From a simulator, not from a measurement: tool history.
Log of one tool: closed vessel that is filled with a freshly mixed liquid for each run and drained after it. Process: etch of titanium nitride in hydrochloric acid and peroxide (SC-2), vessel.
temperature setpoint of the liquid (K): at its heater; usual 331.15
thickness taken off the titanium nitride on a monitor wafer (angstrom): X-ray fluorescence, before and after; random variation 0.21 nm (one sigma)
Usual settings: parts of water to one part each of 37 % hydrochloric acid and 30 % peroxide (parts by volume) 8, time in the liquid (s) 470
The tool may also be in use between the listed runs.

| run | hour | temperature setpoint of the liquid (K) | parts of water to one part each of 37 % hydrochloric acid and 30 % peroxide (parts by volume) | time in the liquid (s) | read-back film thickness of the titanium nitride reference wafer, read on the same gauge (nm) | thickness taken off the titanium nitride on a monitor wafer (angstrom) |
|---|---|---|---|---|---|---|
| 1 | 0 | 331.15 | 7 | 650 | 29.95 | 372.6 |
| 2 | 9.3 | 331.15 | 7 | 650 | 30.01 | 370.6 |
| 3 | 16.7 | 331.15 | 8 | 470 | 29.99 | 240.3 |
| 4 | 34.3 | 331.15 | 8 | 470 | 29.97 | 243 |
| 5 | 44 | 331.15 | 8 | 470 | 29.99 | 243.9 |
| 6 | 52.1 | 331.15 | 8 | 570 | 30.02 | 291.5 |
| 7 | 65.8 | 331.15 | 8 | 470 | 30.03 | 239.8 |
| 8 | 81.4 | 331.15 | 8 | 470 | 29.95 | 241.9 |
| 9 | 95.2 | 331.15 | 8 | 470 | 29.99 | 246 |
| 10 | 108.3 | 331.15 | 8 | 470 | 29.99 | 244 |
|  | 109.4 | gauge calibrated |
| 11 | 123.5 | 328.65 | 8 | 470 | 29.99 | 206 |
| 12 | 137.6 | 331.15 | 8 | 470 | 29.99 | 244 |
| 13 | 146.7 | 331.15 | 8 | 470 | 30.04 | 249.5 |
| 14 | 155 | 322.15 | 5 | 200 | 30 | 84.6 |
| 15 | 171.5 | 323.15 | 10 | 715 | 29.96 | 185.3 |
|  | 183.1 | new drum of peroxide connected |
| 16 | 185 | 331.15 | 6.5 | 470 | 30.02 | 288.3 |
|  | 190.8 | chemicals flow meter replaced |
| 17 | 202.5 | 337.15 | 8 | 470 | 30 | 355.8 |
| 18 | 215.7 | 331.15 | 11 | 290 | 29.97 | 116.4 |
|  | 224.9 | thermometer replaced |
| 19 | 227 | 331.15 | 8 | 470 | 29.98 | 221.8 |
| 20 | 241.3 | 331.15 | 8 | 470 | 30 | 218.9 |
| 21 | 258.1 | 331.15 | 8 | 470 | 30.01 | 217.7 |
| 22 | 269.2 | 331.15 | 8 | 470 | 29.98 | 221.2 |

Forecast run 23:
| 23 | 284.8 | 322.15 | 8 | 400 | ? | ? |

Run 23 gave read-back film thickness of the titanium nitride reference wafer, read on the same gauge (nm) 29.97, thickness taken off the titanium nitride on a monitor wafer (angstrom) 105.4.
Without the tool's hidden state the same run would have given thickness taken off the titanium nitride on a monitor wafer (angstrom) 103.8.
